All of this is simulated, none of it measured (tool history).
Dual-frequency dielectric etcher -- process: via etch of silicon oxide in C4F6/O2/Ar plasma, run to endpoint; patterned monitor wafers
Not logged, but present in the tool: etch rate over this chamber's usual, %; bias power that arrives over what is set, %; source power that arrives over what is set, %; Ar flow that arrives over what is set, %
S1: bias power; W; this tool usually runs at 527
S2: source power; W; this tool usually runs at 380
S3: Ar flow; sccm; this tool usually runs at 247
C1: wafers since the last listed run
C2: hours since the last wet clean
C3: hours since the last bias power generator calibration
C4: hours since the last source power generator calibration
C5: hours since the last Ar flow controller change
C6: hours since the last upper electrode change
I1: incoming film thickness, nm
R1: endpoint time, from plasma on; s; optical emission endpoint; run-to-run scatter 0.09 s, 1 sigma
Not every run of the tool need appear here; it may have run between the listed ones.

Run 1, day 0.000: usual settings; C1 0; C2 338.4; C3 1943.6; C4 3662.9; C5 4356.0; C6 2944.7; I1 90.6. Result: R1 18.9 s.
Run 2, day 0.362: usual settings; C1 114; C2 347.1; C3 1952.3; C4 3671.6; C5 4364.7; C6 2953.4; I1 91.1. Result: R1 19.1 s.
Run 3, day 0.671: usual settings; C1 97; C2 354.5; C3 1959.7; C4 3679.0; C5 4372.1; C6 2960.8; I1 89.8. Result: R1 18.9 s.
Run 4, day 1.325: usual settings; C1 206; C2 370.2; C3 1975.4; C4 3694.7; C5 4387.8; C6 2976.5; I1 90.8. Result: R1 19.2 s.
Run 5, day 1.717: usual settings but S3 204 sccm; C1 123; C2 379.6; C3 1984.8; C4 3704.1; C5 4397.2; C6 2985.9; I1 91.6. Result: R1 18.6 s.
At day 2.879: upper electrode replaced.
At day 3.304: bias power generator calibrated.
At day 3.500: wet clean of the chamber.
Run 6, day 3.521: usual settings but S3 204 sccm; C1 138; C2 0.5; C3 5.2; C4 3747.4; C5 4440.5; C6 15.4; I1 90.2. Result: R1 18.0 s.
Run 7, day 3.533: usual settings; C1 3; C2 0.8; C3 5.5; C4 3747.7; C5 4440.8; C6 15.7; I1 91.6. Result: R1 18.7 s.
Run 8, day 3.596: usual settings; C1 19; C2 2.3; C3 7.0; C4 3749.2; C5 4442.3; C6 17.2; I1 90.9. Result: R1 18.5 s.
Run 9, day 4.058: usual settings; C1 146; C2 13.4; C3 18.1; C4 3760.3; C5 4453.4; C6 28.3; I1 90.9. Result: R1 18.5 s.
At day 5.142: source power generator calibrated.
At day 5.479: wet clean of the chamber, repeated, since the last time left the tool worse.
Run 10, day 5.500: usual settings but S2 340 W; C1 296; C2 0.5; C3 52.7; C4 8.6; C5 4488.0; C6 62.9; I1 89.9. Result: R1 19.9 s.
Run 11, day 5.512: usual settings but S1 420 W; C1 3; C2 0.8; C3 53.0; C4 8.9; C5 4488.3; C6 63.2; I1 91.9. Result: R1 22.6 s.

What will run 12 give?
At day 5.867: Ar flow controller replaced.
Run 12, day 5.888: usual settings but S2 310 W, S3 229 sccm; C1 39; C2 9.8; C3 62.0; C4 17.9; C5 0.5; C6 72.2; I1 91.3. Result: R1 ?.

R1: 20.6 s
With no hidden state in the tool, this same run would have given R1 20.6 s.
